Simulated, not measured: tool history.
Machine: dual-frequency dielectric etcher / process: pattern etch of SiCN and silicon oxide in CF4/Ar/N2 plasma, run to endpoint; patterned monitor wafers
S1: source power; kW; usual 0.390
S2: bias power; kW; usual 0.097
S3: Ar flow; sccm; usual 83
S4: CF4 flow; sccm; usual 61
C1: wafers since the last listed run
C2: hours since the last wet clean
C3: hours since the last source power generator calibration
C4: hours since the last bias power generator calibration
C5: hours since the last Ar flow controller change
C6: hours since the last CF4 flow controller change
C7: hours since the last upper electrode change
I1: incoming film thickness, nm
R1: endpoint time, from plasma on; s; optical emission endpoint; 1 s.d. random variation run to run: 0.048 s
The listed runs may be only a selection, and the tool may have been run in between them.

run	hour	S1	S2	S3	S4	C1	C2	C3	C4	C5	C6	C7	I1	R1
1	0.0	0.430	0.097	83	61	0	195.1	3163.1	1392.6	1973.9	4959.7	4695.4	14.18	14.6
2	17.2	0.390	0.112	83	61	150	212.3	3180.3	1409.8	1991.1	4976.9	4712.6	14.18	15.3
3	96.8	0.450	0.097	83	61	696	291.9	3259.9	1489.4	2070.7	5056.5	4792.2	14.22	14.0
4	125.1	0.390	0.110	83	68	247	320.2	3288.2	1517.7	2099.0	5084.8	4820.5	14.16	15.1
5	155.4	0.390	0.097	83	61	265	350.5	3318.5	1548.0	2129.3	5115.1	4850.8	14.28	16.5
6	168.3	0.390	0.097	66	61	112	363.4	3331.4	1560.9	2142.2	5128.0	4863.7	14.13	16.0
7	194.6	0.390	0.097	66	61	230	389.7	3357.7	1587.2	2168.5	5154.3	4890.0	14.29	16.2
8	216.8	0.390	0.097	66	61	194	411.9	3379.9	1609.4	2190.7	5176.5	4912.2	14.25	16.2
# hour 230.8: Ar flow controller replaced
9	233.4	0.440	0.097	75	56	92	428.5	3396.5	1626.0	2.6	5193.1	4928.8	14.06	14.6
# hour 271.1: wet clean of the chamber
# hour 283.9: source power generator calibrated
# hour 294.1: upper electrode replaced
10	294.6	0.480	0.117	83	61	201	23.5	10.7	1687.2	63.8	5254.3	0.5	14.11	12.0
# hour 307.5: CF4 flow controller replaced
# hour 333.2: bias power generator calibrated
11	336.6	0.430	0.097	103	67	279	65.5	52.7	3.4	105.8	29.1	42.5	14.32	14.6
12	353.9	0.310	0.111	83	61	151	82.8	70.0	20.7	123.1	46.4	59.8	14.19	19.4
13	366.1	0.460	0.097	101	61	106	95.0	82.2	32.9	135.3	58.6	72.0	14.28	13.9
14	393.7	0.390	0.097	83	68	241	122.6	109.8	60.5	162.9	86.2	99.6	14.15	15.7
15	412.6	0.390	0.097	89	61	165	141.5	128.7	79.4	181.8	105.1	118.5	14.30	16.3
16	430.6	0.390	0.097	83	61	157	159.5	146.7	97.4	199.8	123.1	136.5	13.98	15.9
17	449.0	0.390	0.097	103	73	160	177.9	165.1	115.8	218.2	141.5	154.9	14.28	16.0

Selected run-to-run steps in R1, each split into two signed amounts: the part the tool would show with no hidden state at all (from settings, incoming material and random variation), and the remainder, which goes to the hidden state together with any gauge scatter not common to the measured and the hidden-state-free results:
Hidden conditions of the tool in this case: etch rate over this chamber's usual, %; source power that arrives over what is set, %; bias power that arrives over what is set, %; Ar flow that arrives over what is set, %; CF4 flow that arrives over what is set, %.
Run 9 -> 10: S1 0.440 -> 0.480, S2 0.097 -> 0.117, S3 75 -> 83, S4 56 -> 61, wet clean of the chamber, source power generator calibrated, upper electrode replaced. R1 -2.6 s: hidden state -0.4, all else -2.2.
Run 12 -> 13: S1 0.310 -> 0.460, S2 0.111 -> 0.097, S3 83 -> 101. R1 -5.5 s: hidden state +0.0, all else -5.5.
